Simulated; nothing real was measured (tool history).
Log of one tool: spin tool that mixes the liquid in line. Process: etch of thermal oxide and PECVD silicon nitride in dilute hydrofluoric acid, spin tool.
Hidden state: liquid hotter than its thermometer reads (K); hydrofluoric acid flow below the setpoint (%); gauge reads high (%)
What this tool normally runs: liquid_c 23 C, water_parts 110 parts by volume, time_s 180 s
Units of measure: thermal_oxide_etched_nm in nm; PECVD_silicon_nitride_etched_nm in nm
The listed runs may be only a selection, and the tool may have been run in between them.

run	hour	liquid_c	water_parts	time_s	wafers since the last listed run	hours since the thermometer was replaced	hours since the hydrofluoric acid flow meter was replaced	hours since the gauge calibration	read-back film thickness of the thermal oxide reference wafer, read on the same gauge (nm)	read-back film thickness of the PECVD silicon nitride reference wafer, read on the same gauge (nm)	thermal_oxide_etched_nm	PECVD_silicon_nitride_etched_nm
1	0	23	110	100	0	2355.3	19.1	155.6	59.96	140.048	4.5	1.665
2	6.3	23	110	100	53	2361.6	25.4	161.9	59.98	140.022	4.5	1.659
3	15.1	23	110	100	74	2370.4	34.2	170.7	60.03	139.961	4.46	1.621
# hour 26.1: thermometer replaced
4	27	23	110	180	91	0.9	46.1	182.6	59.98	140.004	7.37	2.495
5	45	23	110	180	151	18.9	64.1	200.6	60.03	140.02	7.41	2.46
6	61.1	23	110	180	135	35	80.2	216.7	59.98	139.986	7.41	2.492
7	77.3	26	70	90	136	51.2	96.4	232.9	59.96	140.003	6.89	2.361
8	130.3	23	80	120	446	104.2	149.4	285.9	60	139.953	6.93	2.265
9	138.6	23	80	180	69	112.5	157.7	294.2	59.97	140.003	10.61	3.422
10	151.6	26	110	180	109	125.5	170.7	307.2	60.02	140.027	8.25	3.034
11	161.3	21.5	85	125	81	135.2	180.4	316.9	60	140.019	6.4	2.048
12	171.9	23	110	180	89	145.8	191	327.5	60	140.018	7.38	2.493
13	189.8	25.5	110	100	150	163.7	208.9	345.4	59.95	140.017	4.5	1.672
14	200.3	18.5	140	180	88	174.2	219.4	355.9	60.02	139.992	4.68	1.46
# hour 205.2: gauge calibrated
15	208.3	23	110	235	67	182.2	227.4	3.1	60.01	139.985	9.62	3.277
16	216.1	23	110	180	65	190	235.2	10.9	59.98	139.944	7.43	2.537
17	222.2	23	110	180	51	196.1	241.3	17	59.99	140	7.47	2.482
18	235.3	23	145	125	110	209.2	254.4	30.1	60	140.027	3.74	1.317
19	249.7	20	110	180	121	223.6	268.8	44.5	59.98	139.996	6.54	2.049
20	266.1	21.5	155	180	138	240	285.2	60.9	60	140.001	4.75	1.609
21	272.2	23	110	180	51	246.1	291.3	67	59.98	140.011	7.4	2.473
22	285	23	75	180	107	258.9	304.1	79.8	60.04	139.956	11.45	3.696
23	300.9	23	110	180	133	274.8	320	95.7	60.01	140.008	7.43	2.514
24	311.1	23	110	180	85	285	330.2	105.9	59.98	140.017	7.33	2.565
25	322.1	23	110	180	92	296	341.2	116.9	60	140.022	7.38	2.555

Alternative continuations, all from the tool just after run 25; predict every row:
A	322.6	23	110	105	4	296.5	341.7	117.4	?	?	?	?
B	322.6	28	150	120	4	296.5	341.7	117.4	?	?	?	?
C	322.6	26	155	260	4	296.5	341.7	117.4	?	?	?	?
D	322.6	18.5	125	115	4	296.5	341.7	117.4	?	?	?	?
E	322.6	26.5	155	105	4	296.5	341.7	117.4	?	?	?	?

run	read-back film thickness of the thermal oxide reference wafer, read on the same gauge (nm)	read-back film thickness of the PECVD silicon nitride reference wafer, read on the same gauge (nm)	thermal_oxide_etched_nm	PECVD_silicon_nitride_etched_nm
A	60.01	139.983	4.37	1.474
B	60.01	139.983	4.21	1.703
C	60.01	139.983	8.16	3.151
D	60.01	139.983	3.45	1.054
E	60.01	139.983	3.36	1.313
Take away the tool's hidden state, keep each run's random variation, and the runs would have read:
run	thermal_oxide_etched_nm	PECVD_silicon_nitride_etched_nm
A	4.28	1.424
B	4.13	1.649
C	8	3.049
D	3.38	1.017
E	3.29	1.271
